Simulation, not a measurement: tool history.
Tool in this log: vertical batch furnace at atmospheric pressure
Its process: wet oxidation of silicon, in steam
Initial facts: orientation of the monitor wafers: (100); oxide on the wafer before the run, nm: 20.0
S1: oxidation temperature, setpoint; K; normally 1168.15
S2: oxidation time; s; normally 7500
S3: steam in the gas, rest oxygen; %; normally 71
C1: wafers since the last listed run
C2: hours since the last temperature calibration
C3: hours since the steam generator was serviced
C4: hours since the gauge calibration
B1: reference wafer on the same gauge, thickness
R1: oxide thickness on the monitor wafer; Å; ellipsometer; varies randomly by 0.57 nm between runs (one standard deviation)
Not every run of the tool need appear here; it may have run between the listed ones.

| run | hour | S1 | S2 | S3 | C1 | C2 | C3 | C4 | B1 | R1 |
|---|---|---|---|---|---|---|---|---|---|---|
| 1 | 0.0 | 1174.15 | 7500 | 71 | 0 | 3139.2 | 2113.0 | 1088.4 | 185.03 | 2404.0 |
| 2 | 93.4 | 1174.15 | 7500 | 71 | 990 | 3232.6 | 2206.4 | 1181.8 | 185.01 | 2397.6 |
| 3 | 169.0 | 1174.15 | 7500 | 71 | 801 | 3308.2 | 2282.0 | 1257.4 | 185.00 | 2399.8 |
| 4 | 276.7 | 1168.15 | 6360 | 71 | 1141 | 3415.9 | 2389.7 | 1365.1 | 185.00 | 1963.1 |
| 5 | 403.4 | 1168.15 | 6360 | 71 | 1343 | 3542.6 | 2516.4 | 1491.8 | 184.95 | 1967.9 |
| 6 | 496.6 | 1168.15 | 7500 | 71 | 988 | 3635.8 | 2609.6 | 1585.0 | 184.98 | 2231.7 |
| 7 | 577.2 | 1168.15 | 8580 | 76 | 854 | 3716.4 | 2690.2 | 1665.6 | 185.00 | 2643.0 |
| 8 | 621.5 | 1168.15 | 8580 | 76 | 469 | 3760.7 | 2734.5 | 1709.9 | 185.04 | 2654.7 |
|  | 669.6 | steam generator serviced |
| 9 | 712.5 | 1168.15 | 8580 | 76 | 710 | 3851.7 | 42.9 | 1800.9 | 185.00 | 2729.7 |
|  | 739.7 | thermocouples replaced and temperature profile calibrated |
| 10 | 766.2 | 1168.15 | 7500 | 71 | 314 | 26.5 | 96.6 | 1854.6 | 184.99 | 2235.8 |
| 11 | 863.4 | 1168.15 | 7500 | 71 | 1030 | 123.7 | 193.8 | 1951.8 | 185.08 | 2219.8 |
| 12 | 968.4 | 1168.15 | 7500 | 71 | 1113 | 228.7 | 298.8 | 2056.8 | 185.13 | 2221.4 |
| 13 | 1010.6 | 1168.15 | 8970 | 75 | 447 | 270.9 | 341.0 | 2099.0 | 184.91 | 2677.7 |
|  | 1040.9 | gauge calibrated |
| 14 | 1092.0 | 1168.15 | 8970 | 75 | 862 | 352.3 | 422.4 | 51.1 | 184.97 | 2659.0 |
| 15 | 1131.5 | 1152.15 | 4200 | 71 | 418 | 391.8 | 461.9 | 90.6 | 184.97 | 1138.8 |
| 16 | 1181.2 | 1168.15 | 7500 | 71 | 526 | 441.5 | 511.6 | 140.3 | 184.96 | 2217.7 |
| 17 | 1257.3 | 1144.15 | 5160 | 66 | 806 | 517.6 | 587.7 | 216.4 | 185.02 | 1125.2 |
| 18 | 1296.2 | 1168.15 | 7500 | 71 | 412 | 556.5 | 626.6 | 255.3 | 184.95 | 2210.0 |
| 19 | 1370.8 | 1188.15 | 4050 | 82 | 790 | 631.1 | 701.2 | 329.9 | 185.02 | 1919.5 |
| 20 | 1440.8 | 1168.15 | 7500 | 71 | 742 | 701.1 | 771.2 | 399.9 | 184.98 | 2195.5 |
| 21 | 1497.0 | 1159.15 | 10380 | 64 | 595 | 757.3 | 827.4 | 456.1 | 184.97 | 2353.0 |
| 22 | 1536.1 | 1168.15 | 4170 | 78 | 414 | 796.4 | 866.5 | 495.2 | 185.04 | 1487.5 |
| 23 | 1581.5 | 1168.15 | 3900 | 81 | 481 | 841.8 | 911.9 | 540.6 | 185.03 | 1452.7 |
| 24 | 1862.1 | 1160.15 | 5160 | 67 | 2974 | 1122.4 | 1192.5 | 821.2 | 185.00 | 1411.1 |
| 25 | 1966.2 | 1168.15 | 7500 | 71 | 1103 | 1226.5 | 1296.6 | 925.3 | 185.02 | 2194.0 |
| 26 | 2045.0 | 1143.15 | 7500 | 71 | 835 | 1305.3 | 1375.4 | 1004.1 | 184.92 | 1579.4 |
| 27 | 2107.3 | 1168.15 | 7500 | 71 | 660 | 1367.6 | 1437.7 | 1066.4 | 185.00 | 2188.9 |
| 28 | 2167.1 | 1161.15 | 4020 | 71 | 633 | 1427.4 | 1497.5 | 1126.2 | 185.03 | 1220.7 |

3 ways to go on from here, each from the tool as it stands after run 28. What would each give?
| A | 2173.2 | 1168.15 | 9030 | 71 | 64 | 1433.5 | 1503.6 | 1132.3 | ? | ? |
| B | 2173.2 | 1152.15 | 7500 | 67 | 64 | 1433.5 | 1503.6 | 1132.3 | ? | ? |
| C | 2173.2 | 1178.15 | 6360 | 71 | 64 | 1433.5 | 1503.6 | 1132.3 | ? | ? |

| run | B1 | R1 |
|---|---|---|
| A | 185.00 | 2553.5 |
| B | 185.00 | 1708.5 |
| C | 185.00 | 2180.1 |
Stripped of hidden state, with their random variation kept, the same runs would have yielded:
| run | R1 |
|---|---|
| A | 2610.5 |
| B | 1746.5 |
| C | 2229.3 |
